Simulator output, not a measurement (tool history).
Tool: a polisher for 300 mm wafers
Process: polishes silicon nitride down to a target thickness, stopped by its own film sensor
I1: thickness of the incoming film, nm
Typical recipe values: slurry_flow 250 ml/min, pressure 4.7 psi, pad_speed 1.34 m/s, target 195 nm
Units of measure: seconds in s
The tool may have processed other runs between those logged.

run 1 hour=0.0 | slurry_flow=250 pressure=4.7 pad_speed=1.34 target=247 | I1=456.1 | seconds=83.6
run 2 hour=30.9 | slurry_flow=250 pressure=4.7 pad_speed=1.34 target=247 | I1=456.2 | seconds=85.7
run 3 hour=65.6 | slurry_flow=250 pressure=4.7 pad_speed=1.34 target=195 | I1=453.1 | seconds=111.6
run 4 hour=92.0 | slurry_flow=250 pressure=4.7 pad_speed=1.34 target=195 | I1=450.9 | seconds=112.7
-- hour=105.8 worn pad replaced by a new one
run 5 hour=118.7 | slurry_flow=250 pressure=4.7 pad_speed=1.34 target=195 | I1=455.4 | seconds=109.1
run 6 hour=132.5 | slurry_flow=250 pressure=5.8 pad_speed=1.34 target=195 | I1=450.0 | seconds=85.8
run 7 hour=163.8 | slurry_flow=250 pressure=5.8 pad_speed=1.34 target=195 | I1=449.7 | seconds=88.7
-- hour=179.7 head pressure recalibrated
run 8 hour=189.3 | slurry_flow=250 pressure=5.8 pad_speed=1.34 target=195 | I1=457.1 | seconds=93.4
run 9 hour=205.5 | slurry_flow=250 pressure=4.7 pad_speed=1.34 target=195 | I1=442.2 | seconds=111.2
-- hour=229.3 worn pad replaced by a new one
-- hour=234.9 slurry nozzle cleaned
run 10 hour=276.7 | slurry_flow=250 pressure=4.7 pad_speed=1.34 target=195 | I1=454.6 | seconds=102.7
run 11 hour=300.5 | slurry_flow=250 pressure=4.7 pad_speed=1.34 target=195 | I1=447.0 | seconds=101.2
run 12 hour=316.2 | slurry_flow=250 pressure=4.7 pad_speed=1.34 target=195 | I1=457.4 | seconds=108.6
run 13 hour=330.0 | slurry_flow=250 pressure=4.7 pad_speed=1.34 target=195 | I1=448.2 | seconds=107.5
-- hour=346.3 worn pad replaced by a new one
run 14 hour=350.1 | slurry_flow=250 pressure=4.7 pad_speed=1.04 target=115 | I1=449.3 | seconds=160.2
run 15 hour=367.8 | slurry_flow=325 pressure=4.2 pad_speed=1.08 target=140 | I1=444.5 | seconds=156.4
run 16 hour=380.2 | slurry_flow=250 pressure=4.7 pad_speed=1.34 target=195 | I1=444.4 | seconds=98.3
run 17 hour=401.4 | slurry_flow=175 pressure=4.7 pad_speed=0.96 target=271 | I1=451.9 | seconds=99.4

Expected results for the next run?
run 18 hour=423.5 | slurry_flow=250 pressure=4.7 pad_speed=1.34 target=195 | I1=453.2 | seconds=?

seconds: 106.2 s
If the tool had no hidden condition, the same run with the same run-to-run variation would have returned seconds 97.3 s.
